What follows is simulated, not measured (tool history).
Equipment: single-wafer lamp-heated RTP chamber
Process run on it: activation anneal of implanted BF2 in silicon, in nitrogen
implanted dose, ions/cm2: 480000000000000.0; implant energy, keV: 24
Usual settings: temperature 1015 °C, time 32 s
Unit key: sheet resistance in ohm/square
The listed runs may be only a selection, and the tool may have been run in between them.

run,day,temperature,time,wafers since the last listed run,wafers since the last pyrometer calibration,wafers since the reflector plate was cleaned,hours since the gauge calibration,"read-back reference wafer on the same gauge, sheet resistance",sheet resistance
1,0.000,1015,32,0,435,8256,2340.0,223.13,246.94
2,2.067,1033,22,790,1225,9046,2389.6,223.07,246.98
3,3.192,1033,22,430,1655,9476,2416.6,222.98,245.90
4,4.342,1015,32,439,2094,9915,2444.2,222.81,247.69
5,7.000,1015,32,1016,3110,10931,2508.0,222.99,245.72
6,8.808,1009,47,691,3802,11623,2551.4,222.79,244.36
7,11.800,1009,47,1143,4945,12766,2623.2,222.80,245.11
8,13.783,1009,47,758,5703,13524,2670.8,222.78,245.79
# day 16.779: pyrometer window cleaned and pyrometer calibrated
# day 17.096: reflector plate cleaned
9,17.117,1015,32,1026,8,8,2750.8,223.00,248.99
10,19.612,1015,32,954,962,962,2810.7,222.86,248.39
11,22.258,1015,32,1011,1974,1974,2874.2,223.26,247.65
12,25.067,1026,24,1073,3047,3047,2941.6,222.96,248.67
# day 26.067: gauge calibrated
13,26.438,1025,18,524,3571,3571,8.9,222.98,250.58
14,28.575,1015,32,817,4388,4388,60.2,222.94,248.41
15,31.425,1032,18,1089,5478,5478,128.6,223.01,247.71
16,33.729,1015,32,880,6359,6359,183.9,223.13,247.10
# day 35.762: pyrometer window cleaned and pyrometer calibrated
17,35.783,1029,16,657,7,7016,233.2,222.87,249.83
18,37.608,1026,45,697,705,7714,277.0,222.94,242.05
19,39.025,986,32,541,1246,8255,311.0,222.98,256.91

The next listed run, before its measurement:
20,41.933,1015,21,1111,2358,9367,380.8,?,?

Run 20 came out at read-back reference wafer on the same gauge, sheet resistance 223.08, sheet resistance 250.31 ohm/square.
On a tool with no hidden condition, and with the same random variation, this run would have come out at sheet resistance 251.18 ohm/square.
